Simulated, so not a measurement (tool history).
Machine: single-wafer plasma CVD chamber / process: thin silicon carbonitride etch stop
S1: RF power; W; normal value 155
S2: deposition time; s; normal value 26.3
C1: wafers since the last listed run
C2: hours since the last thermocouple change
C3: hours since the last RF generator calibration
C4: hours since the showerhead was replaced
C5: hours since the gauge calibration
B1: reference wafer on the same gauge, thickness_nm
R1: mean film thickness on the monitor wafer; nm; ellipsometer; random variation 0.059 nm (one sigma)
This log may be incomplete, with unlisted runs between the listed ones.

Run 1, hour 0: usual settings but S2 23.3 s; C1 0; C2 1420.4; C3 747.6; C4 8089.5; C5 187.2; B1 16.995. Result: R1 12.842 nm.
Run 2, hour 29.1: usual settings but S2 23.3 s; C1 554; C2 1449.5; C3 776.7; C4 8118.6; C5 216.3; B1 17. Result: R1 12.836 nm.
Run 3, hour 44.8: usual settings but S1 175 W; C1 299; C2 1465.2; C3 792.4; C4 8134.3; C5 232; B1 16.994. Result: R1 15.014 nm.
Run 4, hour 73.1: usual settings but S1 175 W; C1 539; C2 1493.5; C3 820.7; C4 8162.6; C5 260.3; B1 17.001. Result: R1 15.067 nm.
Run 5, hour 106.9: usual settings; C1 643; C2 1527.3; C3 854.5; C4 8196.4; C5 294.1; B1 16.992. Result: R1 14.491 nm.
Run 6, hour 136.3: usual settings; C1 560; C2 1556.7; C3 883.9; C4 8225.8; C5 323.5; B1 16.998. Result: R1 14.368 nm.
Run 7, hour 152: usual settings; C1 299; C2 1572.4; C3 899.6; C4 8241.5; C5 339.2; B1 16.995. Result: R1 14.315 nm.
Run 8, hour 168.7: usual settings but S1 140 W; C1 318; C2 1589.1; C3 916.3; C4 8258.2; C5 355.9; B1 16.995. Result: R1 13.925 nm.
Run 9, hour 204: usual settings but S1 140 W; C1 672; C2 1624.4; C3 951.6; C4 8293.5; C5 391.2; B1 16.995. Result: R1 13.893 nm.
Run 10, hour 220.6: usual settings but S2 28 s; C1 316; C2 1641; C3 968.2; C4 8310.1; C5 407.8; B1 17.003. Result: R1 15.261 nm.
Run 11, hour 241.8: usual settings but S1 130 W; C1 403; C2 1662.2; C3 989.4; C4 8331.3; C5 429; B1 16.998. Result: R1 13.482 nm.
At hour 320.6: gauge calibrated.
Run 12, hour 323.8: usual settings but S1 130 W; C1 1562; C2 1744.2; C3 1071.4; C4 8413.3; C5 3.2; B1 17.009. Result: R1 13.505 nm.
Run 13, hour 352.1: usual settings; C1 539; C2 1772.5; C3 1099.7; C4 8441.6; C5 31.5; B1 16.997. Result: R1 14.361 nm.
At hour 371.9: RF generator calibrated.
Run 14, hour 386.5: usual settings but S1 125 W, S2 31.1 s; C1 502; C2 1806.9; C3 14.6; C4 8476; C5 65.9; B1 17.009. Result: R1 16.091 nm.
Run 15, hour 459.8: usual settings but S1 140 W, S2 30.6 s; C1 1396; C2 1880.2; C3 87.9; C4 8549.3; C5 139.2; B1 17.001. Result: R1 16.499 nm.
Run 16, hour 483.6: usual settings but S1 170 W; C1 453; C2 1904; C3 111.7; C4 8573.1; C5 163; B1 17.001. Result: R1 15.149 nm.

The next listed run, before its measurement:
At hour 498: showerhead replaced, of another model than before.
Run 17, hour 518.1: usual settings; C1 504; C2 1938.5; C3 146.2; C4 20.1; C5 197.5; B1 ?. Result: R1 ?.

{"run 17": {"B1": 17.003, "R1": 14.578}}
Minus the tool's unlogged condition, the same run would have read R1 14.626 nm.

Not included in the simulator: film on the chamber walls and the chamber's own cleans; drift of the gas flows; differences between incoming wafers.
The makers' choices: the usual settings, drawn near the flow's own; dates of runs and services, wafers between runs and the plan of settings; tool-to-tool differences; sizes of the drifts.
